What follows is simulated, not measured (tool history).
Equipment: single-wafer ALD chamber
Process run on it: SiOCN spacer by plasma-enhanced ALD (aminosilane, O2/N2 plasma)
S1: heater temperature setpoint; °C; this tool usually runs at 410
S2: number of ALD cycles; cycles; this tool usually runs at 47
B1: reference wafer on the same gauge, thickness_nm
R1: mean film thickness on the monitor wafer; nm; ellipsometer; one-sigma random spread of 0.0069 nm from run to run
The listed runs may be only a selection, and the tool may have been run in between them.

| run | hour | S1 | S2 | B1 | R1 |
|---|---|---|---|---|---|
| 1 | 0 | 410 | 47 | 2.545 | 2.806 |
| 2 | 9.9 | 410 | 50 | 2.546 | 2.983 |
| 3 | 19.4 | 410 | 50 | 2.546 | 2.973 |
| 4 | 31.4 | 410 | 50 | 2.545 | 2.979 |
|  | 39.9 | gauge calibrated |
| 5 | 83 | 410 | 47 | 2.514 | 2.759 |
| 6 | 91.4 | 410 | 47 | 2.514 | 2.76 |
| 7 | 107.4 | 410 | 47 | 2.516 | 2.766 |
| 8 | 121.2 | 410 | 47 | 2.518 | 2.769 |
| 9 | 128.3 | 410 | 47 | 2.518 | 2.778 |
| 10 | 137.4 | 410 | 47 | 2.519 | 2.778 |
| 11 | 146.8 | 410 | 47 | 2.522 | 2.757 |
| 12 | 157.6 | 410 | 47 | 2.521 | 2.774 |
| 13 | 166 | 414 | 50 | 2.523 | 2.912 |
| 14 | 177 | 414 | 50 | 2.523 | 2.908 |
| 15 | 191.4 | 413 | 47 | 2.527 | 2.753 |
| 16 | 197.9 | 413 | 47 | 2.526 | 2.74 |
| 17 | 214.9 | 413 | 47 | 2.528 | 2.749 |
| 18 | 230.2 | 405 | 47 | 2.532 | 2.825 |
| 19 | 238.3 | 405 | 47 | 2.531 | 2.834 |
| 20 | 248.6 | 410 | 47 | 2.531 | 2.776 |
| 21 | 259 | 410 | 47 | 2.533 | 2.786 |
|  | 309 | thermocouple changed; heater temperature recalibrated |
| 22 | 310.5 | 410 | 47 | 2.536 | 2.792 |
| 23 | 326.9 | 410 | 47 | 2.539 | 2.804 |
| 24 | 333.2 | 396 | 44 | 2.54 | 2.709 |
| 25 | 344.5 | 410 | 39 | 2.54 | 2.315 |
| 26 | 356.7 | 410 | 53 | 2.543 | 3.157 |
|  | 365.5 | gauge calibrated |
| 27 | 371.2 | 410 | 47 | 2.507 | 2.758 |
| 28 | 378.1 | 424 | 56 | 2.508 | 3.135 |
| 29 | 386.1 | 415 | 41 | 2.509 | 2.367 |
| 30 | 429.5 | 404 | 42 | 2.513 | 2.52 |
| 31 | 440.3 | 410 | 47 | 2.513 | 2.763 |
| 32 | 450.5 | 415 | 39 | 2.516 | 2.254 |
| 33 | 492.9 | 415 | 51 | 2.517 | 2.968 |
| 34 | 509.5 | 410 | 47 | 2.519 | 2.781 |
| 35 | 527 | 398 | 47 | 2.522 | 2.86 |
| 36 | 539 | 424 | 41 | 2.522 | 2.301 |
| 37 | 551.9 | 410 | 47 | 2.525 | 2.764 |
| 38 | 563 | 418 | 42 | 2.527 | 2.412 |
| 39 | 580.2 | 410 | 47 | 2.528 | 2.767 |
| 40 | 595.2 | 410 | 55 | 2.53 | 3.261 |
| 41 | 602.6 | 420 | 40 | 2.531 | 2.287 |
| 42 | 614.7 | 396 | 40 | 2.532 | 2.445 |
| 43 | 630.7 | 424 | 41 | 2.534 | 2.31 |
| 44 | 639.2 | 417 | 43 | 2.537 | 2.486 |
| 45 | 646.6 | 410 | 47 | 2.536 | 2.789 |
| 46 | 662.4 | 415 | 50 | 2.536 | 2.921 |
| 47 | 671.8 | 396 | 47 | 2.538 | 2.878 |

Each row is a separate what-if for the run after 47, all from the same tool condition, not one after another. Results?
| A | 672.3 | 397 | 47 | ? | ? |
| B | 672.3 | 395 | 40 | ? | ? |
| C | 672.3 | 400 | 44 | ? | ? |
| D | 672.3 | 424 | 40 | ? | ? |

| run | B1 | R1 |
|---|---|---|
| A | 2.537 | 2.883 |
| B | 2.537 | 2.454 |
| C | 2.537 | 2.699 |
| D | 2.537 | 2.262 |
With no hidden state in the tool, these same runs would have given:
| run | R1 |
|---|---|
| A | 2.852 |
| B | 2.427 |
| C | 2.67 |
| D | 2.238 |

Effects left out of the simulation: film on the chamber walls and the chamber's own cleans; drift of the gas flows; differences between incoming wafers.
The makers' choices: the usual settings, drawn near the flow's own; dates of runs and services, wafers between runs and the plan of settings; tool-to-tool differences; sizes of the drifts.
